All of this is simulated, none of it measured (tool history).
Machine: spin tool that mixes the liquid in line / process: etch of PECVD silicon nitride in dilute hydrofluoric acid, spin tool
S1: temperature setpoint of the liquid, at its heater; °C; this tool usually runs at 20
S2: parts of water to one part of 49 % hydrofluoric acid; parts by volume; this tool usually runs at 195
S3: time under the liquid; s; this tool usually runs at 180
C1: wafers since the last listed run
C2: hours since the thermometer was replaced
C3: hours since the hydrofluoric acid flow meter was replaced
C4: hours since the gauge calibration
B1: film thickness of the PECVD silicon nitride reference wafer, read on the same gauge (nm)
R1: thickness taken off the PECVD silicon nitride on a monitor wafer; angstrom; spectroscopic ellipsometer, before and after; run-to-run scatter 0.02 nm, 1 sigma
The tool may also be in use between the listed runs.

| run | day | S1 | S2 | S3 | C1 | C2 | C3 | C4 | B1 | R1 |
|---|---|---|---|---|---|---|---|---|---|---|
| 1 | 0 | 20 | 195 | 180 | 0 | 2247.6 | 1618.2 | 257.6 | 150.029 | 12.43 |
| 2 | 0.562 | 22 | 195 | 260 | 68 | 2261.1 | 1631.7 | 271.1 | 150.037 | 20.35 |
| 3 | 1.171 | 20 | 195 | 180 | 74 | 2275.7 | 1646.3 | 285.7 | 150.001 | 12.15 |
| 4 | 1.838 | 20 | 195 | 180 | 81 | 2291.7 | 1662.3 | 301.7 | 150.009 | 12.9 |
| 5 | 2.342 | 20 | 250 | 135 | 61 | 2303.8 | 1674.4 | 313.8 | 150.011 | 7.18 |
| 6 | 2.712 | 20 | 195 | 135 | 45 | 2312.7 | 1683.3 | 322.7 | 149.944 | 9.26 |
| 7 | 3.092 | 20 | 195 | 135 | 46 | 2321.8 | 1692.4 | 331.8 | 150.02 | 9.29 |
| 8 | 3.358 | 20 | 195 | 135 | 32 | 2328.2 | 1698.8 | 338.2 | 149.973 | 9.31 |
| 9 | 3.996 | 20 | 195 | 180 | 78 | 2343.5 | 1714.1 | 353.5 | 149.976 | 12.43 |
| 10 | 4.367 | 20 | 195 | 180 | 45 | 2352.4 | 1723 | 362.4 | 149.984 | 12.57 |
| 11 | 5.108 | 20 | 170 | 180 | 90 | 2370.2 | 1740.8 | 380.2 | 149.97 | 14.47 |
| 12 | 5.525 | 20 | 195 | 180 | 51 | 2380.2 | 1750.8 | 390.2 | 149.987 | 12.42 |
|  | 5.821 | hydrofluoric acid flow meter replaced |
| 13 | 6.221 | 20 | 195 | 180 | 80 | 2396.9 | 9.6 | 406.9 | 149.981 | 12.5 |
| 14 | 6.967 | 17.5 | 195 | 180 | 91 | 2414.8 | 27.5 | 424.8 | 150.016 | 10.53 |
| 15 | 7.662 | 20 | 115 | 180 | 85 | 2431.5 | 44.2 | 441.5 | 150.004 | 20.8 |
| 16 | 8.083 | 20 | 195 | 180 | 51 | 2441.6 | 54.3 | 451.6 | 150.017 | 12.29 |
| 17 | 8.379 | 20 | 195 | 180 | 36 | 2448.7 | 61.4 | 458.7 | 150.052 | 12.43 |
|  | 8.771 | gauge calibrated |
| 18 | 8.9 | 25 | 195 | 180 | 63 | 2461.2 | 73.9 | 3.1 | 150.014 | 17.17 |
| 19 | 9.212 | 20 | 195 | 180 | 38 | 2468.7 | 81.4 | 10.6 | 149.985 | 12.77 |
| 20 | 9.579 | 20 | 195 | 95 | 44 | 2477.5 | 90.2 | 19.4 | 150.012 | 6.73 |
| 21 | 11.283 | 20 | 195 | 145 | 208 | 2518.4 | 131.1 | 60.3 | 150.021 | 10.03 |
|  | 11.396 | thermometer replaced |
| 22 | 11.796 | 20 | 195 | 180 | 57 | 9.6 | 143.4 | 72.6 | 150.002 | 12.69 |
| 23 | 12.138 | 17 | 230 | 180 | 41 | 17.8 | 151.6 | 80.8 | 149.933 | 8.72 |
| 24 | 12.579 | 17 | 290 | 95 | 54 | 28.4 | 162.2 | 91.4 | 149.994 | 3.73 |
| 25 | 13.262 | 18 | 230 | 245 | 83 | 44.8 | 178.6 | 107.8 | 149.991 | 12.85 |
| 26 | 13.858 | 17 | 195 | 135 | 72 | 59.1 | 192.9 | 122.1 | 150.067 | 7.85 |
| 27 | 14.45 | 20 | 155 | 180 | 72 | 73.3 | 207.1 | 136.3 | 150.03 | 15.11 |
| 28 | 14.762 | 18.5 | 155 | 180 | 38 | 80.8 | 214.6 | 143.8 | 150.003 | 14.15 |
| 29 | 15.171 | 17 | 195 | 210 | 50 | 90.6 | 224.4 | 153.6 | 149.952 | 11.84 |
| 30 | 15.721 | 20 | 195 | 180 | 67 | 103.8 | 237.6 | 166.8 | 149.999 | 12.22 |
| 31 | 16.192 | 25 | 285 | 135 | 57 | 115.1 | 248.9 | 178.1 | 149.969 | 8.84 |
| 32 | 16.8 | 20 | 195 | 180 | 74 | 129.7 | 263.5 | 192.7 | 150.009 | 12.48 |
| 33 | 17.238 | 20 | 270 | 225 | 53 | 140.2 | 274 | 203.2 | 149.999 | 11.43 |

Here are 3 independent what-if runs from the current tool condition. What would each one return?
| A | 17.258 | 20 | 195 | 210 | 2 | 140.7 | 274.5 | 203.7 | ? | ? |
| B | 17.258 | 24 | 195 | 250 | 2 | 140.7 | 274.5 | 203.7 | ? | ? |
| C | 17.258 | 23.5 | 240 | 130 | 2 | 140.7 | 274.5 | 203.7 | ? | ? |

| run | B1 | R1 |
|---|---|---|
| A | 149.978 | 14.69 |
| B | 149.978 | 22.64 |
| C | 149.978 | 9.29 |
The same runs, with their run-to-run variation unchanged, on a tool lacking any hidden condition would have given:
| run | R1 |
|---|---|
| A | 14.69 |
| B | 22.64 |
| C | 9.29 |
